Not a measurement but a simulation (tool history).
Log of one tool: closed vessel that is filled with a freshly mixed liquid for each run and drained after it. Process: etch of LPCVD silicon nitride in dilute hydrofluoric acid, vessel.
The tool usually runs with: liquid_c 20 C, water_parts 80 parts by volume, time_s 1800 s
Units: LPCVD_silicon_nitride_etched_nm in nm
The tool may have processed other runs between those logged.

run    hour  liquid_c  water_parts  time_s  wafers since the last listed run  hours since the thermometer was replaced  hours since the hydrofluoric acid flow meter was replaced  hours since the gauge calibration  read-back film thickness of the LPCVD silicon nitride reference wafer, read on the same gauge (nm)  LPCVD_silicon_nitride_etched_nm
  1       0        20           80    1800                                 0                                    1298.4                                                      252.3                             1231.3                                                                                               59.99                             8.08
  2   103.4        20           80    1800                              3980                                    1401.8                                                      355.7                             1334.7                                                                                                  60                              8.1
  3     199        20           80    1190                              3680                                    1497.4                                                      451.3                             1430.3                                                                                               59.99                             5.38
  4   279.6        20           80    1800                              3102                                      1578                                                      531.9                             1510.9                                                                                               59.99                             8.15
  5   374.1        20           80    2595                              3637                                    1672.5                                                      626.4                             1605.4                                                                                               60.01                            11.62
      436.8  -- hydrofluoric acid flow meter replaced
  6   458.7        20           80    2595                              3218                                    1757.1                                                       21.9                               1690                                                                                               60.01                            11.87
  7   531.7        20           80    2595                              2810                                    1830.1                                                       94.9                               1763                                                                                               59.99                            11.81
  8   615.8      22.5           80    1800                              3237                                    1914.2                                                        179                             1847.1                                                                                                  60                             9.66
  9     674      22.5           80    1800                              2240                                    1972.4                                                      237.2                             1905.3                                                                                               59.99                             9.53
 10   734.9      22.5           80    1800                              2344                                    2033.3                                                      298.1                             1966.2                                                                                               59.98                             9.72
 11   835.1        20           80    1800                              3857                                    2133.5                                                      398.3                             2066.4                                                                                                  60                             8.22
 12   879.5        20           80    1800                              1709                                    2177.9                                                      442.7                             2110.8                                                                                               60.02                             8.15
 13   942.1        20           80    1800                              2409                                    2240.5                                                      505.3                             2173.4                                                                                               59.98                             8.23
 14  1021.6        20           80    1800                              3060                                      2320                                                      584.8                             2252.9                                                                                               59.99                             8.24
 15  1076.4      21.5           80    2730                              2109                                    2374.8                                                      639.6                             2307.7                                                                                               60.02                            13.75
 16  1157.8        20           95    1800                              3133                                    2456.2                                                        721                             2389.1                                                                                               60.01                             6.93
     1185.7  -- hydrofluoric acid flow meter replaced
 17  1405.3        20           80    1800                              9489                                    2703.7                                                      219.6                             2636.6                                                                                                  60                             8.12
 18  1479.9        17           80    1800                              2871                                    2778.3                                                      294.2                             2711.2                                                                                               60.01                             6.62
     1556.7  -- thermometer replaced
 19  1584.6        20           80    1800                              3992                                      27.9                                                      398.9                             2815.9                                                                                               59.99                             8.13
 20  1755.6        17           55    1800                              6582                                     198.9                                                      569.9                             2986.9                                                                                               60.01                             9.66
     1768.6  -- gauge calibrated
 21  1818.8        24          100    2500                              2432                                     262.1                                                      633.1                               50.2                                                                                                  60                            11.82
     1876.9  -- hydrofluoric acid flow meter replaced
 22  1877.4      17.5           80    1385                              2217                                     320.7                                                        0.5                              108.8                                                                                               59.99                             5.29
 23  1948.5        23           80    2355                              2737                                     391.8                                                       71.6                              179.9                                                                                               60.01                            13.05
 24  2011.7        22           80    1800                              2432                                       455                                                      134.8                              243.1                                                                                               60.01                             9.35
 25  2114.5        20          110    2110                              3957                                     557.8                                                      237.6                              345.9                                                                                                  60                             7.02
 26    2170        20           45    1475                              2136                                     613.3                                                      293.1                              401.4                                                                                                  60                            11.83
 27  2262.4        20           80    1800                              3557                                     705.7                                                      385.5                              493.8                                                                                                  60                             8.19
 28  2299.9        20           80    1800                              1443                                     743.2                                                        423                              531.3                                                                                               60.01                             8.15
 29  2576.6      21.5          110    2695                             10651                                    1019.9                                                      699.7                                808                                                                                               60.01                             9.86
       2589  -- hydrofluoric acid flow meter replaced
 30  2614.9      17.5           80    1800                              1435                                    1058.2                                                       25.9                              846.3                                                                                                  60                             6.79
 31  2697.8        20           80    1800                              3191                                    1141.1                                                      108.8                              929.2                                                                                               59.99                             8.16

Entry by entry between the runs, the difference in hidden state between the last listed run before and the first listed run after:
After run 5, before run 6: hydrofluoric acid flow meter replaced (hour 436.8)
  no difference in the tool's unlogged condition between these two runs
After run 16, before run 17: hydrofluoric acid flow meter replaced (hour 1185.7)
  no difference in the tool's unlogged condition between these two runs
After run 18, before run 19: thermometer replaced (hour 1556.7)
  no difference in the tool's unlogged condition between these two runs
After run 20, before run 21: gauge calibrated (hour 1768.6)
  no difference in the tool's unlogged condition between these two runs
After run 21, before run 22: hydrofluoric acid flow meter replaced (hour 1876.9)
  no difference in the tool's unlogged condition between these two runs
After run 29, before run 30: hydrofluoric acid flow meter replaced (hour 2589)
  no difference in the tool's unlogged condition between these two runs
